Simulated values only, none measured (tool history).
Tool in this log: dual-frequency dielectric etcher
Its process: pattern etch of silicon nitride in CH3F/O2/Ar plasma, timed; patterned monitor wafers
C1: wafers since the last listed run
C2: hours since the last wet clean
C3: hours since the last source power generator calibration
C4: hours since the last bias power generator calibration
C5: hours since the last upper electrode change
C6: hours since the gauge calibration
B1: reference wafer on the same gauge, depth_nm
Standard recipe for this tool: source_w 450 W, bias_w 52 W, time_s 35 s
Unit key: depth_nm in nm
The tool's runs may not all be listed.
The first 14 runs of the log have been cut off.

-- hour=950.5 bias power generator calibrated
-- hour=965.3 wet clean of the chamber
run 15 hour=987 | source_w=450 bias_w=40 time_s=44 | C1=674 C2=21.7 C3=4837.7 C4=36.5 C5=477.2 C6=1857.4 | B1=24.07 | depth_nm=24.28
-- hour=1023.4 gauge calibrated
run 16 hour=1057.6 | source_w=490 bias_w=59 time_s=37.5 | C1=733 C2=92.3 C3=4908.3 C4=107.1 C5=547.8 C6=34.2 | B1=24.13 | depth_nm=26.32
run 17 hour=1098.8 | source_w=450 bias_w=52 time_s=35 | C1=427 C2=133.5 C3=4949.5 C4=148.3 C5=589 C6=75.4 | B1=24.09 | depth_nm=22.21
-- hour=1146.6 source power generator calibrated
run 18 hour=1175.5 | source_w=360 bias_w=57 time_s=43 | C1=755 C2=210.2 C3=28.9 C4=225 C5=665.7 C6=152.1 | B1=24.21 | depth_nm=26.83
run 19 hour=1216.5 | source_w=450 bias_w=58 time_s=35 | C1=425 C2=251.2 C3=69.9 C4=266 C5=706.7 C6=193.1 | B1=24.05 | depth_nm=23.11
run 20 hour=1283.7 | source_w=490 bias_w=59 time_s=42 | C1=698 C2=318.4 C3=137.1 C4=333.2 C5=773.9 C6=260.3 | B1=24.09 | depth_nm=29.24
run 21 hour=1572 | source_w=450 bias_w=62 time_s=27 | C1=2994 C2=606.7 C3=425.4 C4=621.5 C5=1062.2 C6=548.6 | B1=24.14 | depth_nm=18.45
-- hour=1666.6 wet clean of the chamber
run 22 hour=1667.1 | source_w=450 bias_w=52 time_s=35 | C1=738 C2=0.5 C3=520.5 C4=716.6 C5=1157.3 C6=643.7 | B1=24.13 | depth_nm=22.1
run 23 hour=1701.2 | source_w=410 bias_w=52 time_s=44 | C1=354 C2=34.6 C3=554.6 C4=750.7 C5=1191.4 C6=677.8 | B1=24.05 | depth_nm=27.22
run 24 hour=1798.6 | source_w=450 bias_w=59 time_s=35 | C1=1011 C2=132 C3=652 C4=848.1 C5=1288.8 C6=775.2 | B1=24.06 | depth_nm=23.83
run 25 hour=1881.4 | source_w=410 bias_w=41 time_s=26 | C1=860 C2=214.8 C3=734.8 C4=930.9 C5=1371.6 C6=858 | B1=24.11 | depth_nm=14.18
run 26 hour=1966.2 | source_w=370 bias_w=52 time_s=44 | C1=880 C2=299.6 C3=819.6 C4=1015.7 C5=1456.4 C6=942.8 | B1=24.07 | depth_nm=26.35
run 27 hour=2053.5 | source_w=450 bias_w=52 time_s=35 | C1=906 C2=386.9 C3=906.9 C4=1103 C5=1543.7 C6=1030.1 | B1=24.09 | depth_nm=22.28
run 28 hour=2128.1 | source_w=420 bias_w=52 time_s=28.5 | C1=774 C2=461.5 C3=981.5 C4=1177.6 C5=1618.3 C6=1104.7 | B1=24.18 | depth_nm=17.75
run 29 hour=2201.9 | source_w=450 bias_w=52 time_s=26 | C1=766 C2=535.3 C3=1055.3 C4=1251.4 C5=1692.1 C6=1178.5 | B1=24.08 | depth_nm=16.4
run 30 hour=2274.8 | source_w=450 bias_w=52 time_s=35 | C1=757 C2=608.2 C3=1128.2 C4=1324.3 C5=1765 C6=1251.4 | B1=24.03 | depth_nm=22.29
run 31 hour=2357.4 | source_w=520 bias_w=44 time_s=35 | C1=857 C2=690.8 C3=1210.8 C4=1406.9 C5=1847.6 C6=1334 | B1=24.06 | depth_nm=21.21

Below are 3 alternative next runs, each starting from the tool's condition after run 31. Predict each:
run A hour=2357.8 | source_w=540 bias_w=52 time_s=35 | C1=4 C2=691.2 C3=1211.2 C4=1407.3 C5=1848 C6=1334.4 | B1=? | depth_nm=?
run B hour=2357.8 | source_w=550 bias_w=57 time_s=38 | C1=4 C2=691.2 C3=1211.2 C4=1407.3 C5=1848 C6=1334.4 | B1=? | depth_nm=?
run C hour=2357.8 | source_w=420 bias_w=44 time_s=41 | C1=4 C2=691.2 C3=1211.2 C4=1407.3 C5=1848 C6=1334.4 | B1=? | depth_nm=?

run=A B1=24.1 depth_nm=23.46
run=B B1=24.1 depth_nm=26.8
run=C B1=24.1 depth_nm=23.41
Take away the tool's hidden state, keep each run's random variation, and the runs would have read:
run=A depth_nm=23.46
run=B depth_nm=26.8
run=C depth_nm=23.41
